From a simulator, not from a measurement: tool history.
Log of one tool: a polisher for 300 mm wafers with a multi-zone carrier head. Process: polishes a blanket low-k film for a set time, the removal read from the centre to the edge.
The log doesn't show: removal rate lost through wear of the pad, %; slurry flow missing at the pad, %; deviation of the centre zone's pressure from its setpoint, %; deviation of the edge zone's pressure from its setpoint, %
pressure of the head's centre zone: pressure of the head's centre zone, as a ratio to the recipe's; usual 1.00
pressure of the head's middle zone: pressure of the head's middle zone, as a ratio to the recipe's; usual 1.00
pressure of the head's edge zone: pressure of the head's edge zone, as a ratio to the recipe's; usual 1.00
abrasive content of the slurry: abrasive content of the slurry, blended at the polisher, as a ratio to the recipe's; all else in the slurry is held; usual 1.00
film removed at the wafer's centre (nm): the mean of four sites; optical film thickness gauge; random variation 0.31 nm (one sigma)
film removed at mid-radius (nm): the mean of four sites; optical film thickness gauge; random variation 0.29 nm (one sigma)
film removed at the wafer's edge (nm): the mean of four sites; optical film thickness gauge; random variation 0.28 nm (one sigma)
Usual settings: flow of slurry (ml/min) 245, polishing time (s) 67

run	hour	flow of slurry (ml/min)	pressure of the head's centre zone	pressure of the head's middle zone	pressure of the head's edge zone	abrasive content of the slurry	polishing time (s)	wafers since the last listed run	wafers polished on this pad	hours since the slurry nozzle was cleaned	hours since the centre zone pressure was calibrated	hours since the edge zone pressure was calibrated	hours since the carrier head's membrane was replaced	incoming thickness of the incoming film, nm	film removed at the wafer's centre (nm)	film removed at mid-radius (nm)	film removed at the wafer's edge (nm)
1	0.0	245	1.00	1.00	1.00	1.00	67	0	865	584.8	1380.1	286.9	1153.4	446.4	26.8	26.5	27.5
2	17.6	245	1.00	1.00	1.00	1.00	67	111	977	602.4	1397.7	304.5	1171.0	445.5	26.2	26.4	27.5
# hour 22.1: edge zone pressure recalibrated
3	25.8	245	1.00	1.00	1.00	1.15	67	39	1017	610.6	1405.9	3.7	1179.2	444.1	27.7	27.3	28.6
4	33.6	245	1.00	1.00	1.00	1.15	67	49	1067	618.4	1413.7	11.5	1187.0	435.9	27.2	27.1	29.0
5	45.9	245	1.00	1.00	1.00	1.00	67	78	1145	630.7	1426.0	23.8	1199.3	434.1	26.1	25.7	27.1
# hour 52.2: worn pad replaced by a new one
6	53.1	245	1.00	1.00	0.94	1.00	67	20	5	637.9	1433.2	31.0	1206.5	448.0	29.1	28.8	29.6
7	65.1	245	1.00	1.00	1.00	1.00	56	76	81	649.9	1445.2	43.0	1218.5	433.1	24.1	23.7	25.3
8	71.2	245	1.00	1.00	1.00	1.00	67	38	120	656.0	1451.3	49.1	1224.6	440.9	29.0	28.8	29.2
9	88.5	245	1.00	1.00	1.00	1.00	49	110	230	673.3	1468.6	66.4	1241.9	434.7	20.5	20.4	21.4
# hour 97.8: slurry nozzle cleaned
10	103.3	245	1.00	1.00	1.00	1.00	67	87	318	5.5	1483.4	81.2	1256.7	439.1	28.9	28.0	28.7
# hour 122.8: centre zone pressure recalibrated
11	123.3	245	1.00	1.00	1.00	1.00	67	114	433	25.5	0.5	101.2	1276.7	443.3	28.4	27.5	28.6
# hour 135.7: carrier head's membrane replaced by a new one
12	136.0	245	1.00	1.11	1.00	1.00	44	48	482	38.2	13.2	113.9	0.3	434.2	18.3	19.4	18.8
13	148.7	245	1.00	0.88	1.00	1.15	67	80	562	50.9	25.9	126.6	13.0	443.9	28.9	24.9	30.3
14	158.4	245	1.00	1.00	1.00	1.00	67	61	624	60.6	35.6	136.3	22.7	443.7	26.9	26.8	28.1
15	167.4	205	1.04	1.00	1.00	1.00	51	57	681	69.6	44.6	145.3	31.7	431.5	20.9	19.9	20.8
16	180.5	205	1.04	1.00	1.00	1.00	51	83	765	82.7	57.7	158.4	44.8	432.5	21.2	19.9	21.0
17	187.3	245	1.00	1.08	1.10	1.00	67	43	808	89.5	64.5	165.2	51.6	440.3	26.8	27.7	28.6
18	194.7	285	1.00	1.00	1.00	0.80	85	47	855	96.9	71.9	172.6	59.0	436.3	31.6	31.0	32.6
19	202.6	245	1.00	1.00	1.00	1.00	67	50	905	104.8	79.8	180.5	66.9	437.7	26.6	26.0	27.2
20	214.9	245	1.00	1.00	0.90	1.20	67	78	984	117.1	92.1	192.8	79.2	439.5	28.3	27.6	28.2
21	225.1	245	1.07	0.97	1.00	1.25	67	64	1049	127.3	102.3	203.0	89.4	437.4	30.3	27.3	29.1

What the log doesn't show, run by run:
slurry flow missing at the pad, %: 0 in every run
deviation of the centre zone's pressure from its setpoint, %: 0 in every run
deviation of the edge zone's pressure from its setpoint, %: 0 in every run
H1: removal rate lost through wear of the pad, %
run	H1
1	8.19
2	9.21
3	9.69
4	10.1
5	10.9
6	0.0955
7	0.793
8	1.15
9	2.15
10	3.01
11	4.17
12	4.91
13	5.65
14	6.21
15	6.73
16	7.5
17	7.89
18	8.32
19	8.78
20	9.49
21	10.1
